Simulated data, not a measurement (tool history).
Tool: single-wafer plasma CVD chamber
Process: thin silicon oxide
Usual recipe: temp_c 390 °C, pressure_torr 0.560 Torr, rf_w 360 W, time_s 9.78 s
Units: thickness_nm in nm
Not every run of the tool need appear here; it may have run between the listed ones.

run	day	temp_c	pressure_torr	rf_w	time_s	read-back reference wafer on the same gauge, thickness_nm	thickness_nm
1	0.000	384	0.560	360	9.78	15.303	11.885
2	0.283	384	0.560	360	9.78	15.295	11.875
3	0.888	390	0.560	360	9.78	15.297	11.873
4	1.596	390	0.560	360	9.78	15.302	11.788
5	2.079	390	0.560	360	9.78	15.306	11.798
6	2.404	390	0.560	360	9.78	15.301	11.819
7	4.046	390	0.560	360	9.78	15.300	11.769
8	4.342	390	0.560	360	9.78	15.297	11.802
# day 5.167: thermocouple changed; heater temperature recalibrated
9	5.188	390	0.560	360	9.78	15.290	11.756
10	5.333	390	0.560	360	9.78	15.293	11.790
11	5.800	390	0.560	360	9.78	15.300	11.741
12	6.246	390	0.560	360	9.06	15.299	10.858
13	6.812	390	0.560	360	9.06	15.299	10.884
14	7.062	390	0.560	360	9.06	15.306	10.860
# day 7.654: gauge calibrated
15	7.800	383	0.560	300	9.78	15.296	11.148
# day 8.558: showerhead replaced
# day 8.879: capacitance manometer re-zeroed and calibrated
16	8.900	390	0.487	360	9.78	15.310	11.360
17	8.917	382	0.433	310	10.34	15.298	10.650
18	9.112	390	0.659	390	9.78	15.295	14.450
19	9.642	390	0.560	315	8.23	15.290	10.106
20	10.121	376	0.608	290	8.14	15.302	10.422
21	10.625	390	0.560	315	8.23	15.308	10.150
22	11.225	390	0.560	330	9.78	15.304	12.183
# day 11.842: RF generator calibrated
23	11.862	382	0.491	330	10.58	15.300	12.400
24	12.258	390	0.560	360	9.78	15.306	12.860
25	12.625	380	0.600	360	11.70	15.294	16.201
26	13.792	390	0.560	360	9.78	15.308	12.809
27	14.421	383	0.514	360	10.74	15.303	13.233
28	14.850	390	0.560	360	9.78	15.306	12.767

For each run, the measured value with the value that run would have given without the tool's hidden condition subtracted. The run-to-run variation is shared by both, the gauge scatter possibly not:
Unlogged tool condition in this case: wafer temperature above the value expected at the setpoint (K); delivered RF power above the setpoint (%); true pressure above the setpoint (%); gauge reads high (%).
run	thickness_nm
1	-1.031
2	-1.036
3	-1.047
4	-1.052
5	-1.062
6	-1.069
7	-1.095
8	-1.103
9	-1.114
10	-1.120
11	-1.123
12	-1.046
13	-1.057
14	-1.060
15	-1.115
16	-0.309
17	-0.295
18	-0.360
19	-0.278
20	-0.305
21	-0.282
22	-0.339
23	-0.041
24	-0.050
25	-0.076
26	-0.088
27	-0.106
28	-0.113
